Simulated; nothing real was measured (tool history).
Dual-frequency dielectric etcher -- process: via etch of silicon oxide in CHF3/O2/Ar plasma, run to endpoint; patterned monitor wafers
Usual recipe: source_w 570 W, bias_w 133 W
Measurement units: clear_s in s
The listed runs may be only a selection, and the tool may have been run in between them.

run	hour	source_w	bias_w	incoming incoming film thickness, nm	clear_s
1	0.0	470	149	665.3	356.4
2	13.1	570	133	658.7	324.5
3	36.0	570	133	660.9	328.1
4	59.5	570	133	658.8	325.1
5	73.9	570	133	661.8	328.5
6	94.6	570	133	655.8	324.6
7	116.9	650	133	654.0	305.4
8	161.3	650	133	662.3	308.2
9	189.7	650	133	650.2	304.3
10	252.6	670	133	655.7	303.8
11	365.2	630	142	662.3	305.3
12	365.6	630	142	651.1	302.1
13	370.4	570	133	654.2	323.5
14	384.6	570	133	654.6	326.5
15	408.2	570	133	652.3	321.7
16	428.3	710	150	659.9	283.9
17	444.0	650	112	660.0	317.3
18	475.9	680	156	657.0	288.0
19	497.9	660	133	660.6	305.2
20	517.4	570	156	664.0	317.9
21	538.6	460	133	658.8	369.0
22	565.7	570	152	652.4	316.3
23	629.7	500	156	663.7	344.5
24	661.1	510	104	655.8	370.0
25	693.7	570	133	661.0	332.3
26	732.7	570	133	657.5	323.7
27	741.5	570	133	651.6	321.1
28	758.2	630	142	664.7	308.7
29	773.7	700	104	660.3	310.9
30	809.4	440	133	661.4	378.1
31	841.8	520	112	656.3	353.4
32	856.0	570	102	656.8	342.1
33	942.1	460	118	655.6	379.9
34	959.0	570	133	658.3	328.9
35	980.4	480	105	657.6	379.7

The log once held 5 entries between its listed runs, left out of this copy. Where does each go, and what is different about the tool's unlogged condition between the listed run before it and the listed run after it?
Logged between run 10 and run 11: bias power generator calibrated (hour 258.2); upper electrode replaced (hour 345.7); wet clean of the chamber (hour 364.7)
  etch rate over this chamber's usual, %: -1.51 -> -0.0186
  measured minus no-state result, clear_s: +4.6 -> +0.1 s
Logged between run 12 and run 13: source power generator calibrated (hour 369.9)
  etch rate over this chamber's usual, %: -0.0208 -> -0.0472
  measured minus no-state result, clear_s: +0.1 -> +0.1 s
Logged between run 25 and run 26: wet clean of the chamber (hour 732.2)
  etch rate over this chamber's usual, %: -1.83 -> 0.0227
  measured minus no-state result, clear_s: +6.1 -> -0.1 s

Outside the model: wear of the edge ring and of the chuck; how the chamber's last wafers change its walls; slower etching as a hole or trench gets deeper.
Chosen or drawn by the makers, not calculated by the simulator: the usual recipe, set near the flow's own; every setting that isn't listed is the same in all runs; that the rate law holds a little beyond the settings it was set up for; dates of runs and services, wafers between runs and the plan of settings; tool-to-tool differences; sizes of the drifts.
